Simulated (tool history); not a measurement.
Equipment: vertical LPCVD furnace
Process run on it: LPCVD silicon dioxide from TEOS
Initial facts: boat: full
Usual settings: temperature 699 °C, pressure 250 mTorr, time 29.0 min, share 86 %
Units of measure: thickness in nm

run	hour	temperature	pressure	time	share	read-back reference wafer on the same gauge, thickness	thickness
1	0.0	699	250	29.0	86	190.96	211.33
2	23.0	699	250	29.0	86	191.03	212.16
3	121.4	699	250	29.0	86	191.13	213.02
4	155.3	699	250	29.0	86	191.01	212.24
5	186.8	699	250	29.0	86	191.01	211.71
6	199.6	699	275	29.0	86	191.02	224.53
7	233.2	699	275	29.0	86	190.97	223.26
8	257.5	699	275	29.0	86	190.90	224.92
9	282.7	699	250	29.0	86	191.09	212.62
10	315.1	699	250	29.0	86	190.80	212.19
11	343.1	699	250	29.0	86	190.96	214.13
12	371.8	693	250	29.0	86	190.90	185.31
13	399.2	693	250	29.0	86	191.00	187.32
# hour 432.7: TEOS flow controller replaced
14	433.2	690	250	29.0	86	191.19	173.37
# hour 435.5: gauge calibrated
15	448.0	689	210	29.0	86	191.02	154.94
# hour 488.1: thermocouples replaced and temperature profile calibrated
16	488.6	699	250	29.0	86	191.01	193.35
17	515.8	699	250	29.0	86	191.06	193.10
18	547.7	695	250	37.5	86	191.04	227.21
19	583.5	699	225	21.0	86	190.94	132.80
20	604.5	705	270	39.5	97	191.00	333.90
21	622.3	699	250	39.5	86	190.97	264.47
22	639.1	699	250	29.0	71	190.91	174.86
23	658.5	699	250	29.0	86	191.05	193.73
# hour 688.1: pressure gauge zeroed
24	688.6	703	215	29.0	96	191.09	208.96
25	699.5	706	250	32.5	86	191.09	255.26
26	716.3	691	250	39.0	96	191.20	228.62
27	744.7	693	250	35.5	86	191.03	208.39
28	769.6	699	250	29.0	97	191.04	207.21
29	869.9	688	270	23.0	71	191.15	112.34
30	899.4	699	250	29.0	77	191.04	183.74
31	927.1	696	280	25.5	97	190.99	180.48

Consider 4 possible next runs. They are alternatives, not a sequence: every one starts from the tool as it was left by run 31. What does each give?
A	930.8	699	250	29.0	86	?	?
B	930.8	699	250	22.0	86	?	?
C	930.8	709	275	37.5	69	?	?
D	930.8	699	250	29.0	92	?	?

run	read-back reference wafer on the same gauge, thickness	thickness
A	190.76	195.97
B	190.76	148.67
C	190.76	299.77
D	190.76	202.69
Stripped of hidden state, with their random variation kept, the same runs would have yielded:
run	thickness
A	194.21
B	147.33
C	297.14
D	200.87
